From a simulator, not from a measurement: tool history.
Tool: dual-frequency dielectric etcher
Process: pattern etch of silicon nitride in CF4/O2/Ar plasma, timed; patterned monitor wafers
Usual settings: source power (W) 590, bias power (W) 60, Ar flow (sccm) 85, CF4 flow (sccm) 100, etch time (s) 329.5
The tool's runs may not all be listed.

run   hour  source power (W)  bias power (W)  Ar flow (sccm)  CF4 flow (sccm)  etch time (s)  wafers since the last listed run  hours since the last wet clean  hours since the last source power generator calibration  hours since the last bias power generator calibration  hours since the last Ar flow controller change  hours since the last CF4 flow controller change  hours since the last upper electrode change  hours since the gauge calibration  read-back reference wafer on the same gauge, depth_nm  mean etch depth across the wafer (Å)
  1    0.0               590              60              85              100          329.5                                 0                           584.7                                                   4389.4                                                 2976.2                                          5222.0                                           1626.7                                       5056.0                              197.0                                                  594.6                                  6914
       5.8  -- gauge calibrated
  2    7.2               590              60              85              100          329.5                                46                           591.9                                                   4396.6                                                 2983.4                                          5229.2                                           1633.9                                       5063.2                                1.4                                                  593.8                                  6904
  3   17.4               590              60              85              100          406.0                                65                           602.1                                                   4406.8                                                 2993.6                                          5239.4                                           1644.1                                       5073.4                               11.6                                                  593.8                                  8503
  4   27.0               590              60              85              100          406.0                                61                           611.7                                                   4416.4                                                 3003.2                                          5249.0                                           1653.7                                       5083.0                               21.2                                                  593.7                                  8510
  5   39.7               590              60              85              100          406.0                                81                           624.4                                                   4429.1                                                 3015.9                                          5261.7                                           1666.4                                       5095.7                               33.9                                                  594.1                                  8523
  6   49.2               590              50              85              100          329.5                                61                           633.9                                                   4438.6                                                 3025.4                                          5271.2                                           1675.9                                       5105.2                               43.4                                                  593.7                                  6670
  7   61.5               590              50              85              100          329.5                                79                           646.2                                                   4450.9                                                 3037.7                                          5283.5                                           1688.2                                       5117.5                               55.7                                                  594.2                                  6646
      70.5  -- bias power generator calibrated
  8   71.0               590              50              85              100          329.5                                35                           655.7                                                   4460.4                                                    0.5                                          5293.0                                           1697.7                                       5127.0                               65.2                                                  593.8                                  6626
      97.6  -- wet clean of the chamber
      97.6  -- Ar flow controller replaced
     106.7  -- upper electrode replaced
  9  107.2               590              60              85              100          329.5                               136                             9.6                                                   4496.6                                                   36.7                                             9.6                                           1733.9                                          0.5                              101.4                                                  593.7                                  6655
 10  107.6               590              60              85              100          329.5                                 0                            10.0                                                   4497.0                                                   37.1                                            10.0                                           1734.3                                          0.9                              101.8                                                  593.9                                  6669
 11  108.0               590              60              85              100          329.5                                 0                            10.4                                                   4497.4                                                   37.5                                            10.4                                           1734.7                                          1.3                              102.2                                                  594.0                                  6660
     113.2  -- CF4 flow controller replaced
     146.8  -- wet clean of the chamber, repeated, since the last time left the tool worse
 12  151.9               590              60              85              100          329.5                                94                             5.1                                                   4541.3                                                   81.4                                            54.3                                             38.7                                         45.2                              146.1                                                  594.2                                  7123
 13  168.2               590              60              85               78          329.5                               105                            21.4                                                   4557.6                                                   97.7                                            70.6                                             55.0                                         61.5                              162.4                                                  593.9                                  6779
     179.3  -- gauge calibrated
 14  184.9               670              60              85              120          375.5                               107                            38.1                                                   4574.3                                                  114.4                                            87.3                                             71.7                                         78.2                                5.6                                                  594.2                                  9433
 15  199.6               590              60              85              100          329.5                                94                            52.8                                                   4589.0                                                  129.1                                           102.0                                             86.4                                         92.9                               20.3                                                  594.0                                  7103
     211.3  -- source power generator calibrated
 16  213.7               670              60              85              100          271.0                                65                            66.9                                                      2.4                                                  143.2                                           116.1                                            100.5                                        107.0                               34.4                                                  593.6                                  6610
 17  223.9               590              60              85              100          329.5                                65                            77.1                                                     12.6                                                  153.4                                           126.3                                            110.7                                        117.2                               44.6                                                  594.1                                  7130
 18  234.4               440              60              85              100          244.5                                67                            87.6                                                     23.1                                                  163.9                                           136.8                                            121.2                                        127.7                               55.1                                                  593.6                                  4004
 19  249.7               590              51             102              100          329.5                                98                           102.9                                                     38.4                                                  179.2                                           152.1                                            136.5                                        143.0                               70.4                                                  593.8                                  6774
 20  258.1               470              60              85               76          329.5                                54                           111.3                                                     46.8                                                  187.6                                           160.5                                            144.9                                        151.4                               78.8                                                  594.0                                  5392
 21  269.6               640              60              85              100          329.5                                74                           122.8                                                     58.3                                                  199.1                                           172.0                                            156.4                                        162.9                               90.3                                                  594.3                                  7675
 22  277.6               730              60              85              100          329.5                                51                           130.8                                                     66.3                                                  207.1                                           180.0                                            164.4                                        170.9                               98.3                                                  594.5                                  8657

Forecast each of these 3 alternatives for the next run:
  A  278.1               590              60              85              100          329.5                                 3                           131.3                                                     66.8                                                  207.6                                           180.5                                            164.9                                        171.4                               98.8                                                      ?                                     ?
  B  278.1               550              71              85              107          304.0                                 3                           131.3                                                     66.8                                                  207.6                                           180.5                                            164.9                                        171.4                               98.8                                                      ?                                     ?
  C  278.1               590              46              85              110          329.5                                 3                           131.3                                                     66.8                                                  207.6                                           180.5                                            164.9                                        171.4                               98.8                                                      ?                                     ?

run  read-back reference wafer on the same gauge, depth_nm  mean etch depth across the wafer (Å)
  A                                                  594.0                                  7069
  B                                                  594.0                                  6411
  C                                                  594.0                                  6813
Without the tool's hidden state the same runs would have given:
run  mean etch depth across the wafer (Å)
  A                                  7122
  B                                  6459
  C                                  6864
